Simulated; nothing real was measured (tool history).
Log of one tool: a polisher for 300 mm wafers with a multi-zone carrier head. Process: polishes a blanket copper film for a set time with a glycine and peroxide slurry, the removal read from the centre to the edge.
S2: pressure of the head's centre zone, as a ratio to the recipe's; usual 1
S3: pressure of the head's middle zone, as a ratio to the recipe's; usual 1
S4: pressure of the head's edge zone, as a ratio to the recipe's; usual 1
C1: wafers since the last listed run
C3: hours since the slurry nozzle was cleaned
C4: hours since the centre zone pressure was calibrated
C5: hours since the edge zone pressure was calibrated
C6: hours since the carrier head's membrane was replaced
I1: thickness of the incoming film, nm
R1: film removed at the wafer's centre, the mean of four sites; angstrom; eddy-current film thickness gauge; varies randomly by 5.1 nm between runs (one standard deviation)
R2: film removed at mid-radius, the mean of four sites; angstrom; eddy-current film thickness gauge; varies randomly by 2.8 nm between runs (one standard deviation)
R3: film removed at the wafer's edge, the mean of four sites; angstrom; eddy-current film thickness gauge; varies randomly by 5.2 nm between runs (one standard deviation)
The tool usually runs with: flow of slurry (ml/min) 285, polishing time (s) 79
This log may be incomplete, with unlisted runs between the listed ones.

Run 1, hour 0: usual settings; C1 0; wafers polished on this pad 2616; C3 121.4; C4 385.2; C5 674.8; C6 1343; I1 2344.6. Result: R1 4173 angstrom, R2 4229 angstrom, R3 4229 angstrom.
Run 2, hour 60.1: usual settings; C1 441; wafers polished on this pad 3057; C3 181.5; C4 445.3; C5 734.9; C6 1403.1; I1 2347.3. Result: R1 4263 angstrom, R2 4169 angstrom, R3 4214 angstrom.
Run 3, hour 102.5: usual settings but flow of slurry (ml/min) 370, S3 0.88, polishing time (s) 65; C1 311; wafers polished on this pad 3368; C3 223.9; C4 487.7; C5 777.3; C6 1445.5; I1 2396.7. Result: R1 3440 angstrom, R2 3106 angstrom, R3 3502 angstrom.
At hour 123.3: carrier head's membrane replaced by a new one.
Run 4, hour 145.8: usual settings but flow of slurry (ml/min) 220, S2 0.95, S3 0.9, S4 0.93; C1 281; wafers polished on this pad 3649; C3 267.2; C4 531; C5 820.6; C6 22.5; I1 2431.9. Result: R1 3895 angstrom, R2 3649 angstrom, R3 3962 angstrom.
At hour 156.9: worn pad replaced by a new one.
At hour 282.9: edge zone pressure recalibrated.
Run 5, hour 327.7: usual settings but S3 1.11; C1 1291; wafers polished on this pad 1239; C3 449.1; C4 712.9; C5 44.8; C6 204.4; I1 2440.4. Result: R1 4264 angstrom, R2 4711 angstrom, R3 4324 angstrom.
Run 6, hour 382.5: usual settings; C1 402; wafers polished on this pad 1641; C3 503.9; C4 767.7; C5 99.6; C6 259.2; I1 2398.6. Result: R1 4257 angstrom, R2 4302 angstrom, R3 4328 angstrom.
At hour 399.4: slurry nozzle cleaned.
Run 7, hour 412.8: usual settings but S3 0.88; C1 215; wafers polished on this pad 1856; C3 13.4; C4 798; C5 129.9; C6 289.5; I1 2391.5. Result: R1 4202 angstrom, R2 3780 angstrom, R3 4259 angstrom.
Run 8, hour 473.3: usual settings but S2 1.09, S3 0.97, S4 1.07, polishing time (s) 56; C1 444; wafers polished on this pad 2300; C3 73.9; C4 858.5; C5 190.4; C6 350; I1 2396.6. Result: R1 3121 angstrom, R2 2911 angstrom, R3 3141 angstrom.
Run 9, hour 499.1: usual settings but S2 0.88; C1 189; wafers polished on this pad 2490; C3 99.7; C4 884.3; C5 216.2; C6 375.8; I1 2358.8. Result: R1 3928 angstrom, R2 4208 angstrom, R3 4240 angstrom.
At hour 536.6: centre zone pressure recalibrated.
Run 10, hour 570.3: usual settings; C1 508; wafers polished on this pad 2998; C3 170.9; C4 33.7; C5 287.4; C6 447; I1 2381.1. Result: R1 4268 angstrom, R2 4229 angstrom, R3 4214 angstrom.
Run 11, hour 637: usual settings but S4 1.04, polishing time (s) 62; C1 489; wafers polished on this pad 3487; C3 237.6; C4 100.4; C5 354.1; C6 513.7; I1 2413. Result: R1 3271 angstrom, R2 3256 angstrom, R3 3363 angstrom.
Run 12, hour 670.6: usual settings but S4 1.04, polishing time (s) 62; C1 246; wafers polished on this pad 3734; C3 271.2; C4 134; C5 387.7; C6 547.3; I1 2365.5. Result: R1 3228 angstrom, R2 3233 angstrom, R3 3413 angstrom.
At hour 676.1: worn pad replaced by a new one.
Run 13, hour 738.8: usual settings but S2 1.08, polishing time (s) 59; C1 471; wafers polished on this pad 460; C3 339.4; C4 202.2; C5 455.9; C6 615.5; I1 2383.4. Result: R1 3429 angstrom, R2 3212 angstrom, R3 3299 angstrom.
Run 14, hour 798.8: usual settings but S4 1.11; C1 440; wafers polished on this pad 900; C3 399.4; C4 262.2; C5 515.9; C6 675.5; I1 2384.7. Result: R1 4225 angstrom, R2 4365 angstrom, R3 4587 angstrom.
Run 15, hour 864.1: usual settings; C1 479; wafers polished on this pad 1380; C3 464.7; C4 327.5; C5 581.2; C6 740.8; I1 2398.9. Result: R1 4204 angstrom, R2 4214 angstrom, R3 4319 angstrom.
At hour 886.5: slurry nozzle cleaned.
Run 16, hour 892.6: usual settings; C1 201; wafers polished on this pad 1582; C3 6.1; C4 356; C5 609.7; C6 769.3; I1 2394.8. Result: R1 4271 angstrom, R2 4325 angstrom, R3 4263 angstrom.
Run 17, hour 929: usual settings but S2 0.96; C1 267; wafers polished on this pad 1849; C3 42.5; C4 392.4; C5 646.1; C6 805.7; I1 2403.5. Result: R1 4229 angstrom, R2 4257 angstrom, R3 4322 angstrom.
Run 18, hour 995.7: usual settings; C1 489; wafers polished on this pad 2339; C3 109.2; C4 459.1; C5 712.8; C6 872.4; I1 2382.8. Result: R1 4193 angstrom, R2 4226 angstrom, R3 4227 angstrom.
Run 19, hour 1024.9: usual settings but flow of slurry (ml/min) 340, S3 1.08, polishing time (s) 55; C1 214; wafers polished on this pad 2553; C3 138.4; C4 488.3; C5 742; C6 901.6; I1 2350.7. Result: R1 2976 angstrom, R2 3153 angstrom, R3 3034 angstrom.
Run 20, hour 1065.7: usual settings but S2 0.93, polishing time (s) 99; C1 299; wafers polished on this pad 2853; C3 179.2; C4 529.1; C5 782.8; C6 942.4; I1 2374.9. Result: R1 4994 angstrom, R2 5257 angstrom, R3 5238 angstrom.
Run 21, hour 1115.4: usual settings; C1 364; wafers polished on this pad 3217; C3 228.9; C4 578.8; C5 832.5; C6 992.1; I1 2392.4. Result: R1 4215 angstrom, R2 4204 angstrom, R3 4230 angstrom.
Run 22, hour 1149.7: usual settings but S2 1.1, polishing time (s) 64; C1 251; wafers polished on this pad 3469; C3 263.2; C4 613.1; C5 866.8; C6 1026.4; I1 2340.9. Result: R1 3493 angstrom, R2 3385 angstrom, R3 3397 angstrom.
Run 23, hour 1179.2: usual settings; C1 216; wafers polished on this pad 3686; C3 292.7; C4 642.6; C5 896.3; C6 1055.9; I1 2383.2. Result: R1 4120 angstrom, R2 4157 angstrom, R3 4187 angstrom.

Predict each of these 3 candidate next runs independently; none follows another, all start after run 23:
Run A, hour 1179.7: usual settings but S4 1.06; C1 3; wafers polished on this pad 3690; C3 293.2; C4 643.1; C5 896.8; C6 1056.4; I1 2387.1. Result: R1 ?, R2 ?, R3 ?.
Run B, hour 1179.7: usual settings but S2 1.07, polishing time (s) 65; C1 3; wafers polished on this pad 3690; C3 293.2; C4 643.1; C5 896.8; C6 1056.4; I1 2387.1. Result: R1 ?, R2 ?, R3 ?.
Run C, hour 1179.7: usual settings but S2 1.11, S3 0.93, S4 0.91, polishing time (s) 64; C1 3; wafers polished on this pad 3690; C3 293.2; C4 643.1; C5 896.8; C6 1056.4; I1 2387.1. Result: R1 ?, R2 ?, R3 ?.

run    R1    R2    R3
  A  4034  4135  4347
  B  3447  3402  3476
  C  3463  3152  3277
Without the tool's hidden state the same runs would have given:
run    R1    R2    R3
  A  4266  4373  4597
  B  3645  3598  3676
  C  3663  3333  3465

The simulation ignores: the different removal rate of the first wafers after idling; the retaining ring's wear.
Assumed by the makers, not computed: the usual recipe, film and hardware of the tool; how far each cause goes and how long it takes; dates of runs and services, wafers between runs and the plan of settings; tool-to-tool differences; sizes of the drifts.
